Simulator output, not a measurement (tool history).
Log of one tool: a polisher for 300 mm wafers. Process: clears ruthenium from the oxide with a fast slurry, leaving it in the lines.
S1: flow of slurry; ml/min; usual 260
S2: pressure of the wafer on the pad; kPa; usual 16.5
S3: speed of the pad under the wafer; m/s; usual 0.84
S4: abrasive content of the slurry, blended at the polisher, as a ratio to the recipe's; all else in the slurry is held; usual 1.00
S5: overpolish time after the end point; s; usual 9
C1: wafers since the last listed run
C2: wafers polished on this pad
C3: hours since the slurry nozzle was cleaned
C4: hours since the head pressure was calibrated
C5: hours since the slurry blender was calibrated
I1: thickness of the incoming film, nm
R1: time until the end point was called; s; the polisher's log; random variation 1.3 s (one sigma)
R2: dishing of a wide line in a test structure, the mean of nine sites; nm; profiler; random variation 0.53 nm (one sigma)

run 1 hour=0.0 | S1=240 S2=16.5 S3=0.84 S4=1.00 S5=9 | C1=0 C2=3624 C3=854.4 C4=341.9 C5=321.5 | I1=237.0 | R1=107.0 R2=17.1
run 2 hour=26.8 | S1=240 S2=16.5 S3=0.84 S4=1.00 S5=9 | C1=302 C2=3927 C3=881.2 C4=368.7 C5=348.3 | I1=244.6 | R1=108.5 R2=17.7
-- hour=36.4 slurry nozzle cleaned
-- hour=84.0 head pressure recalibrated
-- hour=90.8 slurry blender recalibrated
run 3 hour=98.1 | S1=260 S2=20.0 S3=0.66 S4=1.00 S5=9 | C1=749 C2=4676 C3=61.7 C4=14.1 C5=7.3 | I1=244.0 | R1=103.6 R2=18.6
-- hour=141.6 worn pad replaced by a new one
run 4 hour=233.2 | S1=260 S2=20.0 S3=0.66 S4=1.00 S5=9 | C1=1481 C2=1035 C3=196.8 C4=149.2 C5=142.4 | I1=239.5 | R1=100.3 R2=18.7
run 5 hour=258.8 | S1=260 S2=16.5 S3=0.84 S4=1.00 S5=9 | C1=289 C2=1324 C3=222.4 C4=174.8 C5=168.0 | I1=238.9 | R1=97.8 R2=19.1
run 6 hour=322.4 | S1=195 S2=16.5 S3=0.84 S4=1.00 S5=9 | C1=718 C2=2042 C3=286.0 C4=238.4 C5=231.6 | I1=241.1 | R1=104.1 R2=18.9
run 7 hour=374.8 | S1=260 S2=16.5 S3=0.84 S4=1.10 S5=9 | C1=592 C2=2635 C3=338.4 C4=290.8 C5=284.0 | I1=241.0 | R1=97.2 R2=19.7
run 8 hour=419.3 | S1=260 S2=20.0 S3=0.66 S4=1.00 S5=9 | C1=502 C2=3137 C3=382.9 C4=335.3 C5=328.5 | I1=241.3 | R1=107.1 R2=17.5
run 9 hour=456.1 | S1=260 S2=16.5 S3=0.84 S4=1.00 S5=9 | C1=415 C2=3553 C3=419.7 C4=372.1 C5=365.3 | I1=243.3 | R1=106.4 R2=18.8
run 10 hour=480.4 | S1=315 S2=17.9 S3=0.76 S4=0.90 S5=9 | C1=274 C2=3828 C3=444.0 C4=396.4 C5=389.6 | I1=236.4 | R1=106.2 R2=16.3
run 11 hour=519.4 | S1=260 S2=16.5 S3=0.84 S4=0.70 S5=4 | C1=440 C2=4268 C3=483.0 C4=435.4 C5=428.6 | I1=239.8 | R1=135.2 R2=6.4
-- hour=542.6 slurry blender recalibrated
run 12 hour=588.6 | S1=210 S2=20.0 S3=0.84 S4=0.70 S5=9 | C1=759 C2=5028 C3=552.2 C4=504.6 C5=46.0 | I1=240.4 | R1=125.8 R2=15.5
-- hour=617.4 head pressure recalibrated
-- hour=619.4 worn pad replaced by a new one
run 13 hour=644.9 | S1=325 S2=13.8 S3=0.84 S4=1.00 S5=9 | C1=590 C2=288 C3=608.5 C4=27.5 C5=102.3 | I1=235.3 | R1=97.4 R2=18.9
run 14 hour=689.8 | S1=260 S2=16.5 S3=0.58 S4=1.00 S5=5 | C1=507 C2=795 C3=653.4 C4=72.4 C5=147.2 | I1=239.1 | R1=118.8 R2=9.3

Run 15 comes next. What will it give?
run 15 hour=717.8 | S1=260 S2=16.5 S3=0.70 S4=0.75 S5=7 | C1=316 C2=1111 C3=681.4 C4=100.4 C5=175.2 | I1=238.2 | R1=? R2=?

{"run 15": {"R1": 134.1, "R2": 11.3}}
Without the tool's hidden state the same run would have given R1 122.7 s, R2 12.3 nm.
